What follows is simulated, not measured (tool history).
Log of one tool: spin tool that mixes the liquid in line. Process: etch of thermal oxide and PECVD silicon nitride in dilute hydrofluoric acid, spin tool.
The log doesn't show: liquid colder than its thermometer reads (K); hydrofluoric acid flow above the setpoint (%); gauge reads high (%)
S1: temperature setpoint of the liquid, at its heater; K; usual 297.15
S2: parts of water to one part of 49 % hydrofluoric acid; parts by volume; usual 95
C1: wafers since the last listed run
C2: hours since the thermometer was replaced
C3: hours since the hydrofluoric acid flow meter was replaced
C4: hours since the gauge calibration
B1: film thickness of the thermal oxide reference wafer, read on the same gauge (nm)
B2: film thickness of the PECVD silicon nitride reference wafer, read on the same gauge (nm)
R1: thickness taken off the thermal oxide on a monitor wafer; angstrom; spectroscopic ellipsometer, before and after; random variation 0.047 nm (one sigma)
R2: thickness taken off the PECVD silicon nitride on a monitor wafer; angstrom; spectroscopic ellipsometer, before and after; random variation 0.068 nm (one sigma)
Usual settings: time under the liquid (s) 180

run 1 hour=0.0 | S1=297.15 S2=95 time_under_the_liquid_(s)=180 | C1=0 C2=452.1 C3=25.4 C4=1156.0 | B1=110.00 B2=80.00 | R1=105.9 R2=127.6
run 2 hour=65.5 | S1=297.15 S2=95 time_under_the_liquid_(s)=180 | C1=389 C2=517.6 C3=90.9 C4=1221.5 | B1=109.99 B2=80.00 | R1=105.4 R2=126.1
run 3 hour=171.5 | S1=299.15 S2=70 time_under_the_liquid_(s)=180 | C1=630 C2=623.6 C3=196.9 C4=1327.5 | B1=110.01 B2=80.01 | R1=161.0 R2=196.5
run 4 hour=253.8 | S1=299.15 S2=70 time_under_the_liquid_(s)=180 | C1=489 C2=705.9 C3=279.2 C4=1409.8 | B1=110.00 B2=80.00 | R1=161.3 R2=195.7
-- hour=288.8 thermometer replaced
-- hour=449.1 hydrofluoric acid flow meter replaced, repeated, since the last time left the tool worse
run 5 hour=554.8 | S1=299.15 S2=70 time_under_the_liquid_(s)=180 | C1=1778 C2=266.0 C3=105.7 C4=1710.8 | B1=109.99 B2=80.00 | R1=142.8 R2=174.7
run 6 hour=612.1 | S1=297.15 S2=75 time_under_the_liquid_(s)=180 | C1=340 C2=323.3 C3=163.0 C4=1768.1 | B1=110.00 B2=80.02 | R1=122.7 R2=145.2
run 7 hour=706.3 | S1=294.65 S2=60 time_under_the_liquid_(s)=180 | C1=560 C2=417.5 C3=257.2 C4=1862.3 | B1=110.02 B2=80.00 | R1=141.2 R2=151.8
run 8 hour=764.6 | S1=294.15 S2=95 time_under_the_liquid_(s)=215 | C1=346 C2=475.8 C3=315.5 C4=1920.6 | B1=110.00 B2=80.00 | R1=100.0 R2=113.0
run 9 hour=861.8 | S1=297.15 S2=140 time_under_the_liquid_(s)=180 | C1=578 C2=573.0 C3=412.7 C4=2017.8 | B1=109.99 B2=79.98 | R1=61.2 R2=78.7
-- hour=905.9 thermometer replaced
run 10 hour=986.4 | S1=297.15 S2=120 time_under_the_liquid_(s)=250 | C1=735 C2=80.5 C3=537.3 C4=2142.4 | B1=110.00 B2=79.99 | R1=103.0 R2=127.0
-- hour=989.1 gauge calibrated
run 11 hour=1093.0 | S1=297.15 S2=95 time_under_the_liquid_(s)=180 | C1=634 C2=187.1 C3=643.9 C4=103.9 | B1=110.02 B2=79.98 | R1=96.0 R2=117.0
run 12 hour=1190.8 | S1=297.15 S2=95 time_under_the_liquid_(s)=180 | C1=581 C2=284.9 C3=741.7 C4=201.7 | B1=110.01 B2=80.00 | R1=96.5 R2=116.8
run 13 hour=1276.4 | S1=297.15 S2=95 time_under_the_liquid_(s)=180 | C1=509 C2=370.5 C3=827.3 C4=287.3 | B1=110.01 B2=79.96 | R1=96.1 R2=116.5
run 14 hour=1364.4 | S1=299.15 S2=130 time_under_the_liquid_(s)=90 | C1=523 C2=458.5 C3=915.3 C4=375.3 | B1=110.02 B2=80.00 | R1=36.8 R2=48.8
run 15 hour=1443.3 | S1=293.65 S2=120 time_under_the_liquid_(s)=215 | C1=469 C2=537.4 C3=994.2 C4=454.2 | B1=109.99 B2=80.01 | R1=77.6 R2=89.0
run 16 hour=1533.1 | S1=293.65 S2=55 time_under_the_liquid_(s)=115 | C1=534 C2=627.2 C3=1084.0 C4=544.0 | B1=109.99 B2=80.00 | R1=97.7 R2=101.6
-- hour=1692.7 thermometer replaced
run 17 hour=1820.5 | S1=294.65 S2=60 time_under_the_liquid_(s)=180 | C1=1703 C2=127.8 C3=1371.4 C4=831.4 | B1=109.98 B2=80.00 | R1=148.1 R2=158.3
run 18 hour=1865.8 | S1=298.65 S2=75 time_under_the_liquid_(s)=250 | C1=269 C2=173.1 C3=1416.7 C4=876.7 | B1=110.02 B2=80.00 | R1=188.6 R2=231.2
run 19 hour=1992.1 | S1=302.15 S2=55 time_under_the_liquid_(s)=150 | C1=751 C2=299.4 C3=1543.0 C4=1003.0 | B1=110.00 B2=80.00 | R1=183.1 R2=238.0
run 20 hour=2059.5 | S1=301.65 S2=45 time_under_the_liquid_(s)=280 | C1=400 C2=366.8 C3=1610.4 C4=1070.4 | B1=109.98 B2=80.01 | R1=416.8 R2=525.3
run 21 hour=2126.5 | S1=294.65 S2=110 time_under_the_liquid_(s)=90 | C1=398 C2=433.8 C3=1677.4 C4=1137.4 | B1=110.02 B2=80.00 | R1=38.3 R2=43.7
run 22 hour=2219.4 | S1=297.15 S2=95 time_under_the_liquid_(s)=220 | C1=552 C2=526.7 C3=1770.3 C4=1230.3 | B1=109.98 B2=80.01 | R1=122.1 R2=147.4
run 23 hour=2284.9 | S1=292.65 S2=135 time_under_the_liquid_(s)=180 | C1=389 C2=592.2 C3=1835.8 C4=1295.8 | B1=110.03 B2=80.02 | R1=56.3 R2=63.2
-- hour=2290.2 hydrofluoric acid flow meter replaced
run 24 hour=2357.9 | S1=300.65 S2=70 time_under_the_liquid_(s)=180 | C1=428 C2=665.2 C3=67.7 C4=1368.8 | B1=110.01 B2=80.00 | R1=153.1 R2=195.1
run 25 hour=2414.3 | S1=297.15 S2=130 time_under_the_liquid_(s)=120 | C1=335 C2=721.6 C3=124.1 C4=1425.2 | B1=109.99 B2=80.00 | R1=44.1 R2=56.3
-- hour=2436.0 thermometer replaced
run 26 hour=2514.3 | S1=297.15 S2=95 time_under_the_liquid_(s)=180 | C1=588 C2=78.3 C3=224.1 C4=1525.2 | B1=109.98 B2=79.99 | R1=94.7 R2=113.9

3 ways to go on from here, each from the tool as it stands after run 26. What would each give?
run A hour=2514.8 | S1=297.15 S2=95 time_under_the_liquid_(s)=105 | C1=2 C2=78.8 C3=224.6 C4=1525.7 | B1=? B2=? | R1=? R2=?
run B hour=2514.8 | S1=300.65 S2=55 time_under_the_liquid_(s)=95 | C1=2 C2=78.8 C3=224.6 C4=1525.7 | B1=? B2=? | R1=? R2=?
run C hour=2514.8 | S1=292.65 S2=95 time_under_the_liquid_(s)=285 | C1=2 C2=78.8 C3=224.6 C4=1525.7 | B1=? B2=? | R1=? R2=?

run=A B1=109.98 B2=80.01 R1=55.0 R2=67.2
run=B B1=109.98 B2=80.01 R1=104.2 R2=131.3
run=C B1=109.98 B2=80.01 R1=124.4 R2=134.7
Without the tool's hidden state the same runs would have given:
run=A R1=54.3 R2=66.4
run=B R1=102.9 R2=129.8
run=C R1=122.8 R2=133.2

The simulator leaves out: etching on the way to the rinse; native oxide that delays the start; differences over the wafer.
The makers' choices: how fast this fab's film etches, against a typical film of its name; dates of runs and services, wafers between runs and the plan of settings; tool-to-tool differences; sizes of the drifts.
